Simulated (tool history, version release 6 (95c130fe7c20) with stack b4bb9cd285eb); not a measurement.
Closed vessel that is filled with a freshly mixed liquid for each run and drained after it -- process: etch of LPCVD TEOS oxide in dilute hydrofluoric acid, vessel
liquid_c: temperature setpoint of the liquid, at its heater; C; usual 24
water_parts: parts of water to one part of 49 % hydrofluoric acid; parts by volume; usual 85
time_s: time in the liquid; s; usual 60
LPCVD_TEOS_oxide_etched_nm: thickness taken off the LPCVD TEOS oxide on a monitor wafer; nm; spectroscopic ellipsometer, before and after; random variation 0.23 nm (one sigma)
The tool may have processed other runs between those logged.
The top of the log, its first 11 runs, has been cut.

run	hour	liquid_c	water_parts	time_s	read-back film thickness of the LPCVD TEOS oxide reference wafer, read on the same gauge (nm)	LPCVD_TEOS_oxide_etched_nm
12	769.7	24	120	60	30	24.79
13	830.8	21.5	60	50	30.02	40.62
14	879.9	24	85	80	30	49.75
# hour 932.8: hydrofluoric acid flow meter replaced
15	938.8	24	115	45	30.01	19.16
16	1032.1	27	65	60	30	55.21
# hour 1081.3: gauge calibrated
# hour 1124.4: thermometer replaced
17	1342.6	21.5	65	60	30.02	41.8
18	1448	27	85	40	30	26.32
19	1511.8	28.5	120	30	29.99	14.24
20	1603.5	27.5	115	60	29.99	29.05
21	1705	28	60	60	30	61.62
22	1744	24	85	75	30	44.44
23	1813.6	26.5	85	90	30	59.69
# hour 1824.1: hydrofluoric acid flow meter replaced
24	1867.9	22.5	60	70	29.97	55.72
25	2170.3	24	85	60	29.98	35.94
26	2228.5	26	110	60	30	29.04
27	2300.3	24	85	60	29.99	36.45
28	2358.2	24	85	60	29.99	36.88
29	2430.1	24	85	60	29.99	36.62
30	2496	24	85	60	29.98	37.38
# hour 2517.2: thermometer replaced
31	2539.7	28	50	80	30.01	95.76
# hour 2655.1: hydrofluoric acid flow meter replaced
32	2686.4	24	95	60	29.99	29.13
33	2912.3	21	100	60	30	25.27

Alternative continuations, all from the tool just after run 33; predict every row:
A	2913	19.5	85	60	?	?
B	2913	24	115	80	?	?
C	2913	21	110	75	?	?
D	2913	28.5	85	60	?	?

run	read-back film thickness of the LPCVD TEOS oxide reference wafer, read on the same gauge (nm)	LPCVD_TEOS_oxide_etched_nm
A	30.01	28.51
B	30.01	32.5
C	30.01	28.46
D	30.01	40.8
Had the tool no hidden state, the same runs would have come out as:
run	LPCVD_TEOS_oxide_etched_nm
A	27.09
B	30.93
C	27.06
D	38.85
